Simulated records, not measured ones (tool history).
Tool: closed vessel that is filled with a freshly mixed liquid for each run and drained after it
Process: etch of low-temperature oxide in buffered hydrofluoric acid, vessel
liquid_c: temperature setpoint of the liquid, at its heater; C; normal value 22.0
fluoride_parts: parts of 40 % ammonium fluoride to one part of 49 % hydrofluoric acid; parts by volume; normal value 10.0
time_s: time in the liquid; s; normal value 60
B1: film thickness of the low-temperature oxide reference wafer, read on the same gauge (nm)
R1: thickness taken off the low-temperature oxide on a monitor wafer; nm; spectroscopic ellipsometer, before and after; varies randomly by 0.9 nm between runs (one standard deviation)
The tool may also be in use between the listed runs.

Run 1, day 0.000: usual settings; B1 60.02. Result: R1 170.55 nm.
Run 2, day 1.429: usual settings; B1 60.00. Result: R1 174.24 nm.
Run 3, day 2.496: usual settings; B1 60.02. Result: R1 173.52 nm.
Run 4, day 3.571: usual settings; B1 60.00. Result: R1 173.46 nm.
Run 5, day 6.554: usual settings; B1 59.98. Result: R1 174.76 nm.
Run 6, day 7.117: usual settings; B1 59.99. Result: R1 173.01 nm.
Run 7, day 7.921: usual settings; B1 59.98. Result: R1 172.45 nm.
Run 8, day 8.550: usual settings; B1 60.03. Result: R1 174.48 nm.
Run 9, day 10.108: usual settings; B1 60.02. Result: R1 174.92 nm.
Run 10, day 11.383: usual settings; B1 60.01. Result: R1 174.85 nm.
Run 11, day 12.400: usual settings but time_s 50 s; B1 60.02. Result: R1 145.71 nm.
At day 12.771: hydrofluoric acid flow meter replaced.
Run 12, day 13.692: usual settings but time_s 50 s; B1 60.00. Result: R1 146.92 nm.
At day 14.112: thermometer replaced.
Run 13, day 15.008: usual settings but time_s 50 s; B1 59.98. Result: R1 137.34 nm.
Run 14, day 15.538: usual settings but liquid_c 18.5 C; B1 59.97. Result: R1 135.42 nm.

For run 15, what comes out?
Run 15, day 16.875: usual settings but liquid_c 19.5 C, fluoride_parts 7.5 parts by volume, time_s 80 s; B1 ?. Result: R1 ?.

B1: 60.01
R1: 250.04 nm
On a tool with no hidden condition, and with the same random variation, this run would have come out at R1 245.59 nm.

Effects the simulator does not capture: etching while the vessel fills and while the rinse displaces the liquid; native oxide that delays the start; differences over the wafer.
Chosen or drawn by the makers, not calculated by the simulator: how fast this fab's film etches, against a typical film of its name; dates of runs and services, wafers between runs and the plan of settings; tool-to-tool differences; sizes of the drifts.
